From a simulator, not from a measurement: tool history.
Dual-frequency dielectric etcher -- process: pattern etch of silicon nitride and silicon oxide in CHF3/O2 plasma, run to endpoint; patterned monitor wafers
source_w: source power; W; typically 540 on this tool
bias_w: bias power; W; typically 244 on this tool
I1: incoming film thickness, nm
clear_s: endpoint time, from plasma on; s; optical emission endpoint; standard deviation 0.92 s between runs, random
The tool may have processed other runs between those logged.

run 1 hour=0.0 | source_w=470 bias_w=244 | I1=230.2 | clear_s=155.2
run 2 hour=34.4 | source_w=540 bias_w=258 | I1=230.7 | clear_s=141.9
run 3 hour=86.8 | source_w=540 bias_w=258 | I1=228.6 | clear_s=142.5
run 4 hour=121.1 | source_w=540 bias_w=258 | I1=229.4 | clear_s=141.4
run 5 hour=181.0 | source_w=540 bias_w=244 | I1=229.9 | clear_s=146.7
run 6 hour=233.3 | source_w=540 bias_w=244 | I1=228.8 | clear_s=147.0
run 7 hour=288.3 | source_w=540 bias_w=229 | I1=229.1 | clear_s=150.0
run 8 hour=328.4 | source_w=540 bias_w=229 | I1=230.1 | clear_s=152.0
run 9 hour=376.1 | source_w=540 bias_w=244 | I1=227.6 | clear_s=147.3
run 10 hour=437.8 | source_w=540 bias_w=244 | I1=228.3 | clear_s=147.0
run 11 hour=492.3 | source_w=540 bias_w=244 | I1=228.2 | clear_s=148.6
run 12 hour=523.1 | source_w=540 bias_w=244 | I1=230.7 | clear_s=151.7
-- hour=551.2 wet clean of the chamber
run 13 hour=557.9 | source_w=540 bias_w=278 | I1=228.5 | clear_s=137.1
-- hour=562.1 source power generator calibrated
run 14 hour=595.9 | source_w=540 bias_w=244 | I1=230.5 | clear_s=145.6
run 15 hour=641.1 | source_w=540 bias_w=244 | I1=227.5 | clear_s=145.0
run 16 hour=683.3 | source_w=540 bias_w=205 | I1=231.3 | clear_s=155.2
run 17 hour=744.0 | source_w=540 bias_w=244 | I1=229.2 | clear_s=147.5

The next listed run, before its measurement:
run 18 hour=798.5 | source_w=540 bias_w=267 | I1=230.2 | clear_s=?

Run 18 measured clear_s 143.4 s.
With no hidden state in the tool, this same run would have given clear_s 139.1 s.
